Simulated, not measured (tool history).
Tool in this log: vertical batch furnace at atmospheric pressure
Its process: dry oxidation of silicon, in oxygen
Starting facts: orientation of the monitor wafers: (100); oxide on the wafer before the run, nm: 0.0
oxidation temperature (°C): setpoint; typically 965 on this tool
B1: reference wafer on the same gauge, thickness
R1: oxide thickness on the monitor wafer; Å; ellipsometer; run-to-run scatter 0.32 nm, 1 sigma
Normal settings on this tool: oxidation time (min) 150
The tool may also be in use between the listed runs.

Run 1, hour 0: usual settings but oxidation temperature (°C) 953; B1 56.72. Result: R1 621.1 Å.
Run 2, hour 65.4: usual settings but oxidation temperature (°C) 953; B1 56.8. Result: R1 622.9 Å.
Run 3, hour 126.8: usual settings but oxidation temperature (°C) 953; B1 56.62. Result: R1 623.5 Å.
At hour 137.9: gauge calibrated.
Run 4, hour 174: usual settings; B1 56.78. Result: R1 690.7 Å.
Run 5, hour 204.8: usual settings; B1 56.59. Result: R1 691.7 Å.
Run 6, hour 249.6: usual settings; B1 56.7. Result: R1 694.4 Å.
Run 7, hour 315.3: usual settings; B1 56.78. Result: R1 696.4 Å.
Run 8, hour 385.6: usual settings; B1 56.67. Result: R1 694.5 Å.
Run 9, hour 412.8: usual settings but oxidation time (min) 184; B1 56.73. Result: R1 792.9 Å.
Run 10, hour 452.5: usual settings but oxidation time (min) 184; B1 56.7. Result: R1 798.3 Å.
Run 11, hour 481.2: usual settings; B1 56.61. Result: R1 691 Å.
Run 12, hour 549.7: usual settings; B1 56.7. Result: R1 691.9 Å.
Run 13, hour 608.5: usual settings but oxidation temperature (°C) 954, oxidation time (min) 208; B1 56.84. Result: R1 809.1 Å.
Run 14, hour 634.6: usual settings but oxidation temperature (°C) 954, oxidation time (min) 208; B1 56.68. Result: R1 808.6 Å.
Run 15, hour 674.9: usual settings but oxidation temperature (°C) 956; B1 56.67. Result: R1 645.8 Å.
Run 16, hour 718.8: usual settings; B1 56.73. Result: R1 698.3 Å.
Run 17, hour 785.5: usual settings; B1 56.7. Result: R1 694.4 Å.
Run 18, hour 841.7: usual settings; B1 56.67. Result: R1 687.5 Å.
Run 19, hour 877.4: usual settings; B1 56.71. Result: R1 695.6 Å.
Run 20, hour 923.8: usual settings but oxidation temperature (°C) 951; B1 56.63. Result: R1 623.1 Å.
Run 21, hour 972.7: usual settings but oxidation time (min) 184; B1 56.75. Result: R1 802.4 Å.
Run 22, hour 1010.3: usual settings; B1 56.61. Result: R1 696.1 Å.
Run 23, hour 1037.3: usual settings but oxidation temperature (°C) 953, oxidation time (min) 100.5; B1 56.68. Result: R1 477 Å.
Run 24, hour 1108.1: usual settings but oxidation temperature (°C) 957, oxidation time (min) 211; B1 56.68. Result: R1 834.3 Å.
At hour 1133.2: boat lift adjusted.
At hour 1149.2: thermocouples replaced and temperature profile calibrated.
Run 25, hour 1181.1: usual settings but oxidation temperature (°C) 945, oxidation time (min) 87.5; B1 56.63. Result: R1 410 Å.
At hour 1195.4: gauge calibrated.
Run 26, hour 1213.8: usual settings; B1 56.67. Result: R1 710.7 Å.
Run 27, hour 1265.3: usual settings but oxidation temperature (°C) 948, oxidation time (min) 199; B1 56.69. Result: R1 762.6 Å.
Run 28, hour 1324.1: usual settings but oxidation temperature (°C) 981, oxidation time (min) 108.5; B1 56.63. Result: R1 642.7 Å.
Run 29, hour 1348.9: usual settings but oxidation temperature (°C) 949, oxidation time (min) 105.5; B1 56.59. Result: R1 488.6 Å.
Run 30, hour 1384.1: usual settings but oxidation time (min) 223.5; B1 56.74. Result: R1 949.1 Å.
Run 31, hour 1409.2: usual settings; B1 56.65. Result: R1 718.4 Å.
Run 32, hour 1440: usual settings; B1 56.6. Result: R1 714.7 Å.
At hour 1528.5: thermocouples replaced and temperature profile calibrated, repeated, since the last time left the tool worse.
Run 33, hour 1529: usual settings but oxidation temperature (°C) 973, oxidation time (min) 204.5; B1 56.79. Result: R1 900.4 Å.
Run 34, hour 1553: usual settings but oxidation time (min) 89; B1 56.6. Result: R1 466.6 Å.
Run 35, hour 1600.8: usual settings; B1 56.72. Result: R1 679.9 Å.
Run 36, hour 1659.4: usual settings but oxidation temperature (°C) 944, oxidation time (min) 90; B1 56.51. Result: R1 388.7 Å.
Run 37, hour 1713.4: usual settings but oxidation time (min) 111; B1 56.67. Result: R1 552.8 Å.

A few steps of R1 between consecutive runs. Split each: what settings, incoming material and random variation would produce without the hidden state, and what is left over for the hidden state, along with gauge scatter present in only one of the two compared results (measured, and without hidden state):
Unlogged tool condition in this case: true tube temperature minus thermocouple reading, K; monitor wafer colder than the profiled boat position, K; gauge reads high (%).
Run 24 -> 25: oxidation temperature (°C) 957 -> 945, oxidation time (min) 211 -> 87.5, boat lift adjusted, thermocouples replaced and temperature profile calibrated. R1 -424.3 Å: hidden state +1.4, all else -425.7.
Run 26 -> 27: oxidation temperature (°C) 965 -> 948, oxidation time (min) 150 -> 199. R1 +51.9 Å: hidden state +12.6, all else +39.3.
Run 29 -> 30: oxidation temperature (°C) 949 -> 965, oxidation time (min) 105.5 -> 223.5. R1 +460.5 Å: hidden state +13, all else +447.5.
Run 32 -> 33: oxidation temperature (°C) 965 -> 973, oxidation time (min) 150 -> 204.5, thermocouples replaced and temperature profile calibrated, repeated, since the last time left the tool worse. R1 +185.7 Å: hidden state -33.4, all else +219.1.
Run 33 -> 34: oxidation temperature (°C) 973 -> 965, oxidation time (min) 204.5 -> 89. R1 -433.8 Å: hidden state -0.1, all else -433.7.
